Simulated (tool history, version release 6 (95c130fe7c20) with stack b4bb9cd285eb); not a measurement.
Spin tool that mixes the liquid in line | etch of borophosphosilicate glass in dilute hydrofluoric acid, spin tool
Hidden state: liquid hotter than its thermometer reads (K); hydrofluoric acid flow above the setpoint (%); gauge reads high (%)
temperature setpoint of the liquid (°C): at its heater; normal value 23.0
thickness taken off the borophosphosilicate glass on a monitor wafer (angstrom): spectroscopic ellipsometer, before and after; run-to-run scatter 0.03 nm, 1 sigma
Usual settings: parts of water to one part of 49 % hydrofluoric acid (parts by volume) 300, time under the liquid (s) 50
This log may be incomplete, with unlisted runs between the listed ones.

run    hour  temperature setpoint of the liquid (°C)  parts of water to one part of 49 % hydrofluoric acid (parts by volume)  time under the liquid (s)  wafers since the last listed run  hours since the thermometer was replaced  hours since the hydrofluoric acid flow meter was replaced  hours since the gauge calibration  read-back film thickness of the borophosphosilicate glass reference wafer, read on the same gauge (nm)  thickness taken off the borophosphosilicate glass on a monitor wafer (angstrom)
  1     0.0                                     26.0                                                                     300                         25                                 0                                    1148.7                                                      334.7                              415.4                                                                                                  120.00                                                                             39.1
  2    47.2                                     26.0                                                                     300                         25                               640                                    1195.9                                                      381.9                              462.6                                                                                                  119.98                                                                             39.5
  3    86.2                                     26.0                                                                     300                         25                               529                                    1234.9                                                      420.9                              501.6                                                                                                  120.00                                                                             39.5
  4   137.0                                     24.5                                                                     300                         50                               689                                    1285.7                                                      471.7                              552.4                                                                                                  120.01                                                                             75.3
  5   203.8                                     23.0                                                                     300                         50                               907                                    1352.5                                                      538.5                              619.2                                                                                                  120.02                                                                             71.3
  6   250.9                                     23.0                                                                     260                         50                               639                                    1399.6                                                      585.6                              666.3                                                                                                  119.99                                                                             85.9
  7   465.4                                     23.0                                                                     260                         50                              2912                                    1614.1                                                      800.1                              880.8                                                                                                  120.01                                                                             85.9
  8   503.2                                     23.0                                                                     300                         50                               513                                    1651.9                                                      837.9                              918.6                                                                                                  119.98                                                                             72.0
  9   543.5                                     21.5                                                                     300                         50                               547                                    1692.2                                                      878.2                              958.9                                                                                                  119.98                                                                             68.5
 10   570.9                                     23.0                                                                     330                         50                               372                                    1719.6                                                      905.6                              986.3                                                                                                  120.01                                                                             63.1
 11   601.0                                     23.0                                                                     330                         50                               408                                    1749.7                                                      935.7                             1016.4                                                                                                  120.01                                                                             63.6
 12   659.0                                     23.0                                                                     330                         50                               787                                    1807.7                                                      993.7                             1074.4                                                                                                  120.02                                                                             63.5
      660.0  -- gauge calibrated
 13   701.5                                     23.0                                                                     300                         50                               577                                    1850.2                                                     1036.2                               41.5                                                                                                  120.00                                                                             73.0
 14   733.3                                     23.0                                                                     300                         50                               431                                    1882.0                                                     1068.0                               73.3                                                                                                  120.00                                                                             72.5
 15   763.0                                     23.0                                                                     300                         50                               403                                    1911.7                                                     1097.7                              103.0                                                                                                  120.00                                                                             72.6
 16   824.7                                     19.0                                                                     420                         25                               837                                    1973.4                                                     1159.4                              164.7                                                                                                  119.96                                                                             20.3
      830.2  -- thermometer replaced
 17   867.6                                     23.0                                                                     215                         50                               568                                      37.4                                                     1202.3                              207.6                                                                                                  120.01                                                                            109.8
 18   909.3                                     19.0                                                                     195                         40                               566                                      79.1                                                     1244.0                              249.3                                                                                                  119.98                                                                             85.1
 19   935.7                                     19.5                                                                     255                         20                               358                                     105.5                                                     1270.4                              275.7                                                                                                  120.02                                                                             31.2
      964.3  -- hydrofluoric acid flow meter replaced
 20   965.7                                     23.0                                                                     300                         75                               393                                     135.5                                                        1.4                              305.7                                                                                                  120.01                                                                            105.8
 21  1019.9                                     18.5                                                                     180                         50                               735                                     189.7                                                       55.6                              359.9                                                                                                  120.00                                                                            111.2
 22  1057.4                                     25.0                                                                     300                         50                               509                                     227.2                                                       93.1                              397.4                                                                                                  120.02                                                                             75.5
 23  1115.8                                     25.0                                                                     210                         50                               792                                     285.6                                                      151.5                              455.8                                                                                                  120.01                                                                            118.7
 24  1170.8                                     26.0                                                                     255                         60                               746                                     340.6                                                      206.5                              510.8                                                                                                  119.97                                                                            115.5
 25  1215.6                                     23.0                                                                     300                         50                               608                                     385.4                                                      251.3                              555.6                                                                                                  120.02                                                                             71.4
 26  1247.0                                     19.5                                                                     300                         50                               426                                     416.8                                                      282.7                              587.0                                                                                                  120.03                                                                             62.8
 27  1285.5                                     21.0                                                                     355                         35                               522                                     455.3                                                      321.2                              625.5                                                                                                  120.01                                                                             37.8
 28  1350.5                                     23.0                                                                     345                         50                               882                                     520.3                                                      386.2                              690.5                                                                                                  119.98                                                                             59.5
 29  1403.3                                     23.0                                                                     300                         50                               716                                     573.1                                                      439.0                              743.3                                                                                                  120.01                                                                             71.5

What if the next run were any one of these 5? Each begins from the tool's condition after run 29:
  A  1403.7                                     23.0                                                                     360                         50                                 5                                     573.5                                                      439.4                              743.7                                                                                                       ?                                                                                ?
  B  1403.7                                     19.0                                                                     300                         50                                 5                                     573.5                                                      439.4                              743.7                                                                                                       ?                                                                                ?
  C  1403.7                                     23.0                                                                     345                         65                                 5                                     573.5                                                      439.4                              743.7                                                                                                       ?                                                                                ?
  D  1403.7                                     23.0                                                                     415                         35                                 5                                     573.5                                                      439.4                              743.7                                                                                                       ?                                                                                ?
  E  1403.7                                     25.5                                                                     200                         25                                 5                                     573.5                                                      439.4                              743.7                                                                                                       ?                                                                                ?

run  read-back film thickness of the borophosphosilicate glass reference wafer, read on the same gauge (nm)  thickness taken off the borophosphosilicate glass on a monitor wafer (angstrom)
  A                                                                                                  120.00                                                                             56.2
  B                                                                                                  120.00                                                                             61.6
  C                                                                                                  120.00                                                                             77.2
  D                                                                                                  120.00                                                                             32.5
  E                                                                                                  120.00                                                                             64.7
Take away the tool's hidden state, keep each run's random variation, and the runs would have read:
run  thickness taken off the borophosphosilicate glass on a monitor wafer (angstrom)
  A                                                                             54.9
  B                                                                             60.3
  C                                                                             75.6
  D                                                                             31.8
  E                                                                             63.4

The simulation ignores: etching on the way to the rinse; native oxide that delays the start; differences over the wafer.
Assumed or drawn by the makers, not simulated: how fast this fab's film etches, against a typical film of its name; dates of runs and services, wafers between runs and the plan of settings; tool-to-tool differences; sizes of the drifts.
